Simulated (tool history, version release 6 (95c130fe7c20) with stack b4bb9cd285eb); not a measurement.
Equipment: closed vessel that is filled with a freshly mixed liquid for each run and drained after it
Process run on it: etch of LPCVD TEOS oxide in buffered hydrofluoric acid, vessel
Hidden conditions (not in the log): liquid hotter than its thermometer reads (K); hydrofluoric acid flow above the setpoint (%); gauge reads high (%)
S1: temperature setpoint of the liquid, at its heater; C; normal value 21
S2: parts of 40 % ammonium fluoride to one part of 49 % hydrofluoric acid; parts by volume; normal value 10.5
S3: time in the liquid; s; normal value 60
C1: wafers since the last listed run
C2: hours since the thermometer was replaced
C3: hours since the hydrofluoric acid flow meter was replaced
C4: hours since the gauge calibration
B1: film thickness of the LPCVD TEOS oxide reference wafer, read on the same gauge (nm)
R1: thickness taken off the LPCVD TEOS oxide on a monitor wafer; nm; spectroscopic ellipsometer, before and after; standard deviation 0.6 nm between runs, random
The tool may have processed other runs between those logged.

run 1 hour=0 | S1=21 S2=10.5 S3=60 | C1=0 C2=1116.2 C3=1720.8 C4=89.4 | B1=69.99 | R1=131.77
run 2 hour=6 | S1=19.5 S2=10.5 S3=60 | C1=385 C2=1122.2 C3=1726.8 C4=95.4 | B1=70 | R1=121.47
run 3 hour=23.6 | S1=19.5 S2=10.5 S3=60 | C1=1129 C2=1139.8 C3=1744.4 C4=113 | B1=70 | R1=123.19
run 4 hour=36.3 | S1=19.5 S2=10.5 S3=60 | C1=814 C2=1152.5 C3=1757.1 C4=125.7 | B1=70.02 | R1=121.63
run 5 hour=49.5 | S1=21 S2=10.5 S3=60 | C1=847 C2=1165.7 C3=1770.3 C4=138.9 | B1=70 | R1=133.58
run 6 hour=59.8 | S1=21 S2=7.5 S3=60 | C1=660 C2=1176 C3=1780.6 C4=149.2 | B1=70.03 | R1=181.07
run 7 hour=66.8 | S1=21 S2=10.5 S3=60 | C1=449 C2=1183 C3=1787.6 C4=156.2 | B1=70.01 | R1=132.83
run 8 hour=111.5 | S1=21 S2=10.5 S3=60 | C1=2868 C2=1227.7 C3=1832.3 C4=200.9 | B1=69.96 | R1=132.92
-- hour=114.4 hydrofluoric acid flow meter replaced
run 9 hour=125.3 | S1=21 S2=10.5 S3=65 | C1=821 C2=1241.5 C3=10.9 C4=214.7 | B1=69.99 | R1=145.4
run 10 hour=137.6 | S1=21 S2=13.5 S3=30 | C1=789 C2=1253.8 C3=23.2 C4=227 | B1=69.98 | R1=52.46
run 11 hour=151.3 | S1=23 S2=13 S3=40 | C1=879 C2=1267.5 C3=36.9 C4=240.7 | B1=69.99 | R1=81.28
-- hour=156.2 thermometer replaced
run 12 hour=168.8 | S1=23 S2=13 S3=40 | C1=1058 C2=12.6 C3=54.4 C4=258.2 | B1=70.02 | R1=72.03
-- hour=182.7 gauge calibrated
run 13 hour=183.5 | S1=21 S2=13.5 S3=35 | C1=943 C2=27.3 C3=69.1 C4=0.8 | B1=70 | R1=54.37
run 14 hour=199.7 | S1=23.5 S2=13.5 S3=40 | C1=1039 C2=43.5 C3=85.3 C4=17 | B1=70.01 | R1=72.42
run 15 hour=209.7 | S1=25.5 S2=10.5 S3=60 | C1=641 C2=53.5 C3=95.3 C4=27 | B1=70 | R1=153.7
run 16 hour=223.5 | S1=18.5 S2=10.5 S3=75 | C1=885 C2=67.3 C3=109.1 C4=40.8 | B1=70.02 | R1=130.53
run 17 hour=239.9 | S1=21 S2=13 S3=70 | C1=1052 C2=83.7 C3=125.5 C4=57.2 | B1=70 | R1=112.94
run 18 hour=248.8 | S1=21 S2=10.5 S3=60 | C1=571 C2=92.6 C3=134.4 C4=66.1 | B1=70 | R1=119.81
run 19 hour=265.5 | S1=21 S2=7 S3=50 | C1=1071 C2=109.3 C3=151.1 C4=82.8 | B1=70 | R1=147.35

Selected run-to-run steps in R1, each split into two signed amounts: the part the tool would show with no hidden state at all (from settings, incoming material and random variation), and the remainder, which goes to the hidden state together with any gauge scatter not common to the measured and the hidden-state-free results:
Run 9 -> 10: S2 10.5 -> 13.5, S3 65 -> 30. R1 -92.94 nm: hidden state -10.35, all else -82.59.
